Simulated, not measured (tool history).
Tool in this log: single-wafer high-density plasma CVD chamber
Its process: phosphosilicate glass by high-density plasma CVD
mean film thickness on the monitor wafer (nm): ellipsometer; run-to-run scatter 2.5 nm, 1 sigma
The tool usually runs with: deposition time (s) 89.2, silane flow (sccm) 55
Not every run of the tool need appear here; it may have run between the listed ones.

| run | day | deposition time (s) | silane flow (sccm) | read-back reference wafer on the same gauge, thickness_nm | mean film thickness on the monitor wafer (nm) |
|---|---|---|---|---|---|
| 1 | 0.000 | 89.2 | 48 | 410.362 | 403.509 |
| 2 | 2.929 | 89.2 | 48 | 409.899 | 405.323 |
| 3 | 4.133 | 100.2 | 55 | 410.213 | 521.935 |
| 4 | 6.038 | 100.2 | 55 | 409.433 | 529.212 |
| 5 | 7.150 | 89.2 | 52 | 409.784 | 443.540 |
| 6 | 8.588 | 89.2 | 52 | 410.204 | 444.309 |
| 7 | 10.012 | 89.2 | 55 | 409.683 | 466.793 |
|  | 10.388 | gauge calibrated |
| 8 | 12.138 | 89.2 | 55 | 410.505 | 464.706 |
| 9 | 13.729 | 89.2 | 55 | 409.480 | 468.970 |
| 10 | 14.967 | 89.2 | 55 | 410.458 | 466.415 |
| 11 | 16.942 | 82.7 | 55 | 409.919 | 432.033 |
| 12 | 19.088 | 89.2 | 62 | 409.613 | 526.406 |
| 13 | 20.446 | 89.2 | 62 | 409.910 | 532.750 |
| 14 | 23.204 | 89.2 | 55 | 409.728 | 467.930 |
| 15 | 25.242 | 76.9 | 47 | 409.824 | 349.027 |
| 16 | 27.254 | 89.2 | 55 | 410.287 | 468.136 |
|  | 28.462 | silane flow controller replaced |
| 17 | 30.200 | 97.9 | 52 | 410.342 | 462.588 |
| 18 | 31.533 | 105.3 | 52 | 409.602 | 502.292 |
| 19 | 32.675 | 89.2 | 65 | 409.645 | 535.703 |
| 20 | 33.996 | 104.4 | 62 | 409.354 | 604.160 |
| 21 | 36.229 | 89.2 | 46 | 409.816 | 378.571 |
|  | 36.562 | gauge calibrated |
| 22 | 39.042 | 105.1 | 60 | 409.964 | 587.272 |
| 23 | 41.312 | 102.8 | 62 | 409.616 | 585.049 |
| 24 | 42.504 | 98.2 | 59 | 410.449 | 538.636 |
| 25 | 46.492 | 89.2 | 55 | 409.602 | 456.515 |
| 26 | 48.392 | 95.0 | 46 | 410.373 | 409.331 |

Run by run, hidden condition taken away, random variation retained:
Hidden conditions of the tool in this case: delivered silane flow above the setpoint (%); gauge reads high (%).
| run | mean film thickness on the monitor wafer (nm) |
|---|---|
| 1 | 390.739 |
| 2 | 391.789 |
| 3 | 504.135 |
| 4 | 510.568 |
| 5 | 427.623 |
| 6 | 427.987 |
| 7 | 449.253 |
| 8 | 446.665 |
| 9 | 450.326 |
| 10 | 447.535 |
| 11 | 414.046 |
| 12 | 503.832 |
| 13 | 509.484 |
| 14 | 446.746 |
| 15 | 332.815 |
| 16 | 445.848 |
| 17 | 460.528 |
| 18 | 499.634 |
| 19 | 532.485 |
| 20 | 600.030 |
| 21 | 375.454 |
| 22 | 581.407 |
| 23 | 578.381 |
| 24 | 532.099 |
| 25 | 449.849 |
| 26 | 402.875 |
